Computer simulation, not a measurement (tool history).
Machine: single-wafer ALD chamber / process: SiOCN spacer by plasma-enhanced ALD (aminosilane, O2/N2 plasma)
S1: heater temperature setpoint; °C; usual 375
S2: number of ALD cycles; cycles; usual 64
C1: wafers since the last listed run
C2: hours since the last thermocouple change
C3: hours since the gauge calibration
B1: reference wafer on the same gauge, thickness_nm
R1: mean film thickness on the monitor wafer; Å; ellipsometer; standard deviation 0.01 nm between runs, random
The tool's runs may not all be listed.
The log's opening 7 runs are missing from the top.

run 8 hour=61.6 | S1=375 S2=64 | C1=46 C2=1720.7 C3=507.7 | B1=4.690 | R1=41.75
run 9 hour=74.8 | S1=366 S2=64 | C1=66 C2=1733.9 C3=520.9 | B1=4.694 | R1=41.71
run 10 hour=87.0 | S1=366 S2=64 | C1=61 C2=1746.1 C3=533.1 | B1=4.692 | R1=41.90
run 11 hour=102.2 | S1=366 S2=64 | C1=77 C2=1761.3 C3=548.3 | B1=4.701 | R1=41.78
run 12 hour=110.9 | S1=375 S2=64 | C1=44 C2=1770.0 C3=557.0 | B1=4.701 | R1=41.65
run 13 hour=117.0 | S1=375 S2=64 | C1=30 C2=1776.1 C3=563.1 | B1=4.696 | R1=41.83
run 14 hour=123.8 | S1=375 S2=64 | C1=34 C2=1782.9 C3=569.9 | B1=4.697 | R1=41.88
run 15 hour=134.0 | S1=375 S2=64 | C1=51 C2=1793.1 C3=580.1 | B1=4.701 | R1=41.84
run 16 hour=141.2 | S1=375 S2=64 | C1=36 C2=1800.3 C3=587.3 | B1=4.696 | R1=41.72
run 17 hour=149.3 | S1=375 S2=64 | C1=41 C2=1808.4 C3=595.4 | B1=4.701 | R1=41.79
run 18 hour=161.2 | S1=375 S2=64 | C1=60 C2=1820.3 C3=607.3 | B1=4.697 | R1=41.73
run 19 hour=172.7 | S1=375 S2=64 | C1=58 C2=1831.8 C3=618.8 | B1=4.694 | R1=41.62
run 20 hour=182.8 | S1=375 S2=64 | C1=51 C2=1841.9 C3=628.9 | B1=4.696 | R1=41.92
run 21 hour=198.7 | S1=375 S2=64 | C1=80 C2=1857.8 C3=644.8 | B1=4.698 | R1=41.92
run 22 hour=216.4 | S1=375 S2=64 | C1=89 C2=1875.5 C3=662.5 | B1=4.706 | R1=41.98
run 23 hour=223.5 | S1=375 S2=58 | C1=35 C2=1882.6 C3=669.6 | B1=4.705 | R1=37.90
run 24 hour=229.9 | S1=385 S2=52 | C1=32 C2=1889.0 C3=676.0 | B1=4.701 | R1=33.90
-- hour=241.0 thermocouple changed; heater temperature recalibrated
run 25 hour=241.5 | S1=360 S2=70 | C1=18 C2=0.5 C3=687.6 | B1=4.705 | R1=45.70
run 26 hour=252.8 | S1=388 S2=54 | C1=57 C2=11.8 C3=698.9 | B1=4.700 | R1=35.31
run 27 hour=259.5 | S1=385 S2=69 | C1=33 C2=18.5 C3=705.6 | B1=4.708 | R1=44.87
-- hour=265.0 gauge calibrated
run 28 hour=275.5 | S1=375 S2=64 | C1=81 C2=34.5 C3=10.5 | B1=4.595 | R1=41.06

Predict the results of run 29:
run 29 hour=289.4 | S1=375 S2=64 | C1=70 C2=48.4 C3=24.4 | B1=? | R1=?

B1: 4.602
R1: 40.88 Å
The same run, on a tool lacking any hidden state, would have yielded R1 40.78 Å.
